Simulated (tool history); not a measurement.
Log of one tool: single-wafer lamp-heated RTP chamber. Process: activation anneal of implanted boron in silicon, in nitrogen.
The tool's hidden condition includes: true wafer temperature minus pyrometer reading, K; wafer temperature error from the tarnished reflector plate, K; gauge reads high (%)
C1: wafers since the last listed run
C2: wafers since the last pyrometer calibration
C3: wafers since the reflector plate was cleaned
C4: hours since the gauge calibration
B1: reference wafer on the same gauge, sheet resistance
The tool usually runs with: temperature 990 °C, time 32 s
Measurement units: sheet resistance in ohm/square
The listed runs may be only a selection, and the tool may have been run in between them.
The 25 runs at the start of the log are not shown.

Run 26, hour 628.4: usual settings but temperature 966 °C, time 37 s; C1 149; C2 1741; C3 1556; C4 1177.2; B1 732.62. Result: sheet resistance 710.60 ohm/square.
Run 27, hour 649.7: usual settings but temperature 974 °C, time 49 s; C1 195; C2 1936; C3 1752; C4 1198.5; B1 732.16. Result: sheet resistance 702.88 ohm/square.
Run 28, hour 683.8: usual settings but temperature 972 °C, time 46 s; C1 312; C2 2249; C3 2065; C4 1232.6; B1 731.58. Result: sheet resistance 706.09 ohm/square.
Run 29, hour 717.4: usual settings but temperature 971 °C, time 15 s; C1 308; C2 2557; C3 2373; C4 1266.2; B1 732.00. Result: sheet resistance 714.10 ohm/square.
At hour 721.3: gauge calibrated.
Run 30, hour 747.4: usual settings but temperature 1014 °C; C1 275; C2 2833; C3 2649; C4 26.1; B1 741.34. Result: sheet resistance 704.00 ohm/square.
Run 31, hour 771.7: usual settings but temperature 976 °C, time 44 s; C1 223; C2 3056; C3 2872; C4 50.4; B1 741.30. Result: sheet resistance 713.37 ohm/square.
Run 32, hour 795.8: usual settings; C1 221; C2 3277; C3 3093; C4 74.5; B1 741.32. Result: sheet resistance 710.26 ohm/square.
Run 33, hour 825.2: usual settings but temperature 1014 °C, time 13 s; C1 269; C2 3547; C3 3363; C4 103.9; B1 741.29. Result: sheet resistance 709.38 ohm/square.
Run 34, hour 842.4: usual settings but time 22 s; C1 157; C2 3705; C3 3521; C4 121.1; B1 740.88. Result: sheet resistance 713.25 ohm/square.
Run 35, hour 859.5: usual settings; C1 156; C2 3862; C3 3677; C4 138.2; B1 741.79. Result: sheet resistance 709.12 ohm/square.
Run 36, hour 885.4: usual settings; C1 237; C2 4099; C3 3915; C4 164.1; B1 740.82. Result: sheet resistance 708.62 ohm/square.
Run 37, hour 916.4: usual settings; C1 284; C2 4384; C3 4200; C4 195.1; B1 741.20. Result: sheet resistance 708.52 ohm/square.
Run 38, hour 936.5: usual settings; C1 184; C2 4569; C3 4384; C4 215.2; B1 741.15. Result: sheet resistance 709.89 ohm/square.

What if the next run were any one of these 3? Each begins from the tool's condition after run 38:
Run A, hour 936.9: usual settings; C1 3; C2 4572; C3 4388; C4 215.6; B1 ?. Result: sheet resistance ?.
Run B, hour 936.9: usual settings but temperature 973 °C, time 21 s; C1 3; C2 4572; C3 4388; C4 215.6; B1 ?. Result: sheet resistance ?.
Run C, hour 936.9: usual settings but temperature 1017 °C, time 50 s; C1 3; C2 4572; C3 4388; C4 215.6; B1 ?. Result: sheet resistance ?.

run      B1  sheet resistance
  A  741.33            709.96
  B  741.33            720.81
  C  741.33            701.27
The same runs, with their run-to-run variation unchanged, on a tool lacking any hidden condition would have given:
run  sheet resistance
  A            710.06
  B            720.90
  C            701.36
